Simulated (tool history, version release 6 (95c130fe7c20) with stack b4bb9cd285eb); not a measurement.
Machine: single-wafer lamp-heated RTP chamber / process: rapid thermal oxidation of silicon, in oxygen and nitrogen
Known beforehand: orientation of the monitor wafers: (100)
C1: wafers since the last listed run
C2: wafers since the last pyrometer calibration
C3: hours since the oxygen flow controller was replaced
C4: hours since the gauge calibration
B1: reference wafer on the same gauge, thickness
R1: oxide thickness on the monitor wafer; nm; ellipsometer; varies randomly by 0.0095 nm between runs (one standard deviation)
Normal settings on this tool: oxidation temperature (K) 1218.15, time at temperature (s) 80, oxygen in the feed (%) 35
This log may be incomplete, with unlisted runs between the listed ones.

run 1 day=0 | oxidation_temperature_(K)=1218.15 time_at_temperature_(s)=80 oxygen_in_the_feed_(%)=35 | C1=0 C2=3172 C3=4925.7 C4=540.1 | B1=3.341 | R1=3.791
run 2 day=4.292 | oxidation_temperature_(K)=1218.15 time_at_temperature_(s)=80 oxygen_in_the_feed_(%)=35 | C1=1005 C2=4177 C3=5028.7 C4=643.1 | B1=3.337 | R1=3.775
run 3 day=5.512 | oxidation_temperature_(K)=1218.15 time_at_temperature_(s)=80 oxygen_in_the_feed_(%)=35 | C1=286 C2=4464 C3=5058 C4=672.4 | B1=3.34 | R1=3.797
run 4 day=6.525 | oxidation_temperature_(K)=1218.15 time_at_temperature_(s)=109 oxygen_in_the_feed_(%)=35 | C1=237 C2=4701 C3=5082.3 C4=696.7 | B1=3.341 | R1=4.245
run 5 day=9.425 | oxidation_temperature_(K)=1226.15 time_at_temperature_(s)=80 oxygen_in_the_feed_(%)=35 | C1=679 C2=5381 C3=5151.9 C4=766.3 | B1=3.341 | R1=4.004
run 6 day=11.771 | oxidation_temperature_(K)=1218.15 time_at_temperature_(s)=80 oxygen_in_the_feed_(%)=35 | C1=549 C2=5930 C3=5208.2 C4=822.6 | B1=3.34 | R1=3.822
-- day=12.129 gauge calibrated
run 7 day=17.696 | oxidation_temperature_(K)=1218.15 time_at_temperature_(s)=80 oxygen_in_the_feed_(%)=35 | C1=1388 C2=7319 C3=5350.4 C4=133.6 | B1=3.339 | R1=3.82
run 8 day=20.604 | oxidation_temperature_(K)=1218.15 time_at_temperature_(s)=80 oxygen_in_the_feed_(%)=35 | C1=681 C2=8001 C3=5420.2 C4=203.4 | B1=3.341 | R1=3.834
-- day=22.383 pyrometer window cleaned and pyrometer calibrated
run 9 day=23.433 | oxidation_temperature_(K)=1218.15 time_at_temperature_(s)=80 oxygen_in_the_feed_(%)=35 | C1=584 C2=245 C3=5488.1 C4=271.3 | B1=3.341 | R1=3.744
run 10 day=25.642 | oxidation_temperature_(K)=1218.15 time_at_temperature_(s)=80 oxygen_in_the_feed_(%)=35 | C1=517 C2=763 C3=5541.1 C4=324.3 | B1=3.342 | R1=3.737
run 11 day=27.729 | oxidation_temperature_(K)=1218.15 time_at_temperature_(s)=80 oxygen_in_the_feed_(%)=35 | C1=489 C2=1252 C3=5591.2 C4=374.4 | B1=3.34 | R1=3.748
run 12 day=29.304 | oxidation_temperature_(K)=1218.15 time_at_temperature_(s)=80 oxygen_in_the_feed_(%)=35 | C1=369 C2=1621 C3=5629 C4=412.2 | B1=3.343 | R1=3.756
run 13 day=31.192 | oxidation_temperature_(K)=1218.15 time_at_temperature_(s)=80 oxygen_in_the_feed_(%)=35 | C1=442 C2=2064 C3=5674.3 C4=457.5 | B1=3.338 | R1=3.757
run 14 day=32.562 | oxidation_temperature_(K)=1201.15 time_at_temperature_(s)=61 oxygen_in_the_feed_(%)=25 | C1=321 C2=2385 C3=5707.2 C4=490.4 | B1=3.343 | R1=3.039
run 15 day=35.296 | oxidation_temperature_(K)=1218.15 time_at_temperature_(s)=80 oxygen_in_the_feed_(%)=35 | C1=640 C2=3026 C3=5772.8 C4=556 | B1=3.339 | R1=3.779
run 16 day=38.167 | oxidation_temperature_(K)=1193.15 time_at_temperature_(s)=51 oxygen_in_the_feed_(%)=17 | C1=672 C2=3699 C3=5841.7 C4=624.9 | B1=3.334 | R1=2.749
-- day=38.975 oxygen flow controller replaced
run 17 day=40.867 | oxidation_temperature_(K)=1189.15 time_at_temperature_(s)=80 oxygen_in_the_feed_(%)=35 | C1=554 C2=4253 C3=45.4 C4=689.7 | B1=3.342 | R1=3.289
run 18 day=41.996 | oxidation_temperature_(K)=1246.15 time_at_temperature_(s)=69 oxygen_in_the_feed_(%)=54 | C1=264 C2=4518 C3=72.5 C4=716.8 | B1=3.344 | R1=4.849
run 19 day=44.475 | oxidation_temperature_(K)=1218.15 time_at_temperature_(s)=80 oxygen_in_the_feed_(%)=35 | C1=581 C2=5099 C3=132 C4=776.3 | B1=3.339 | R1=3.802
-- day=46.846 gauge calibrated
run 20 day=47.083 | oxidation_temperature_(K)=1218.15 time_at_temperature_(s)=80 oxygen_in_the_feed_(%)=35 | C1=611 C2=5710 C3=194.6 C4=5.7 | B1=3.337 | R1=3.807
run 21 day=48.662 | oxidation_temperature_(K)=1208.15 time_at_temperature_(s)=80 oxygen_in_the_feed_(%)=35 | C1=370 C2=6081 C3=232.5 C4=43.6 | B1=3.342 | R1=3.621
run 22 day=51.192 | oxidation_temperature_(K)=1218.15 time_at_temperature_(s)=115 oxygen_in_the_feed_(%)=35 | C1=592 C2=6673 C3=293.2 C4=104.3 | B1=3.34 | R1=4.383
run 23 day=54.158 | oxidation_temperature_(K)=1218.15 time_at_temperature_(s)=112 oxygen_in_the_feed_(%)=45 | C1=695 C2=7369 C3=364.4 C4=175.5 | B1=3.342 | R1=4.643
run 24 day=56.688 | oxidation_temperature_(K)=1240.15 time_at_temperature_(s)=117 oxygen_in_the_feed_(%)=54 | C1=592 C2=7962 C3=425.1 C4=236.2 | B1=3.339 | R1=5.899
run 25 day=58.354 | oxidation_temperature_(K)=1218.15 time_at_temperature_(s)=80 oxygen_in_the_feed_(%)=25 | C1=390 C2=8352 C3=465.1 C4=276.2 | B1=3.342 | R1=3.566
-- day=58.975 pyrometer window cleaned and pyrometer calibrated
run 26 day=59.804 | oxidation_temperature_(K)=1235.15 time_at_temperature_(s)=64 oxygen_in_the_feed_(%)=17 | C1=261 C2=194 C3=499.9 C4=311 | B1=3.34 | R1=3.262

Forecast each of these 3 alternatives for the next run:
run A day=59.825 | oxidation_temperature_(K)=1218.15 time_at_temperature_(s)=80 oxygen_in_the_feed_(%)=35 | C1=4 C2=199 C3=500.4 C4=311.5 | B1=? | R1=?
run B day=59.825 | oxidation_temperature_(K)=1192.15 time_at_temperature_(s)=80 oxygen_in_the_feed_(%)=35 | C1=4 C2=199 C3=500.4 C4=311.5 | B1=? | R1=?
run C day=59.825 | oxidation_temperature_(K)=1199.15 time_at_temperature_(s)=80 oxygen_in_the_feed_(%)=22 | C1=4 C2=199 C3=500.4 C4=311.5 | B1=? | R1=?

run=A B1=3.336 R1=3.737
run=B B1=3.336 R1=3.286
run=C B1=3.336 R1=3.135
Take away the tool's hidden state, keep each run's random variation, and the runs would have read:
run=A R1=3.718
run=B R1=3.274
run=C R1=3.125
